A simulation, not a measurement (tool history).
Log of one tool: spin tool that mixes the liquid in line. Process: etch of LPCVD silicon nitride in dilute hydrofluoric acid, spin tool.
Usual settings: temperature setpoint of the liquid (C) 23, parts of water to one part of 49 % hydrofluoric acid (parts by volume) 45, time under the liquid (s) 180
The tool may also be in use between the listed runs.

run	hour	temperature setpoint of the liquid (C)	parts of water to one part of 49 % hydrofluoric acid (parts by volume)	time under the liquid (s)	wafers since the last listed run	hours since the thermometer was replaced	hours since the hydrofluoric acid flow meter was replaced	hours since the gauge calibration	read-back film thickness of the LPCVD silicon nitride reference wafer, read on the same gauge (nm)	thickness taken off the LPCVD silicon nitride on a monitor wafer (Å)
1	0	20	45	180	0	1695.6	885.5	805.3	130.014	14.2
2	37.8	20	45	180	285	1733.4	923.3	843.1	129.998	14.23
3	76.4	20	45	180	291	1772	961.9	881.7	129.985	14
4	173.5	23	45	180	734	1869.1	1059	978.8	129.999	17.85
5	267.9	21.5	45	180	713	1963.5	1153.4	1073.2	130.011	16.02
6	325.7	21.5	45	180	437	2021.3	1211.2	1131	129.949	15.88
7	418.5	23	35	130	701	2114.1	1304	1223.8	130.02	16.35
8	510.1	23	35	130	692	2205.7	1395.6	1315.4	129.989	16.64
9	593	23	35	130	626	2288.6	1478.5	1398.3	130.007	16.56
10	659.3	23	45	180	501	2354.9	1544.8	1464.6	129.995	17.87
# hour 659.8: gauge calibrated
11	730.3	23	45	180	536	2425.9	1615.8	70.5	130.017	17.81
12	768	23	45	180	285	2463.6	1653.5	108.2	130.052	17.96
13	855.4	18.5	60	290	660	2551	1740.9	195.6	129.982	16.34
14	903.2	23	45	180	361	2598.8	1788.7	243.4	129.967	18.57
15	990.9	21	40	95	663	2686.5	1876.4	331.1	129.983	9.48
16	1080.4	23	45	80	676	2776	1965.9	420.6	129.986	8.32
17	1145	23	45	180	488	2840.6	2030.5	485.2	130.045	19.02
# hour 1150.8: hydrofluoric acid flow meter replaced
# hour 1272.2: thermometer replaced
18	1376.1	26	45	180	1732	103.9	225.3	716.3	130.008	20.55
19	1479.4	23	45	250	781	207.2	328.6	819.6	129.969	23.51
20	1549.1	23	45	180	527	276.9	398.3	889.3	130.005	17
21	1590.7	23	45	140	314	318.5	439.9	930.9	129.977	13.22
22	1634.8	18.5	45	180	333	362.6	484	975	130.014	12.64

5 ways to go on from here, each from the tool as it stands after run 22. What would each give?
A	1635.3	23	30	180	3	363.1	484.5	975.5	?	?
B	1635.3	26	45	95	3	363.1	484.5	975.5	?	?
C	1635.3	28	45	275	3	363.1	484.5	975.5	?	?
D	1635.3	25	30	275	3	363.1	484.5	975.5	?	?
E	1635.3	23	45	270	3	363.1	484.5	975.5	?	?

run	read-back film thickness of the LPCVD silicon nitride reference wafer, read on the same gauge (nm)	thickness taken off the LPCVD silicon nitride on a monitor wafer (Å)
A	129.99	25.28
B	129.99	11.02
C	129.99	36.41
D	129.99	44.26
E	129.99	25.58
Without the tool's hidden state the same runs would have given:
run	thickness taken off the LPCVD silicon nitride on a monitor wafer (Å)
A	24.5
B	10.68
C	35.28
D	42.9
E	24.8
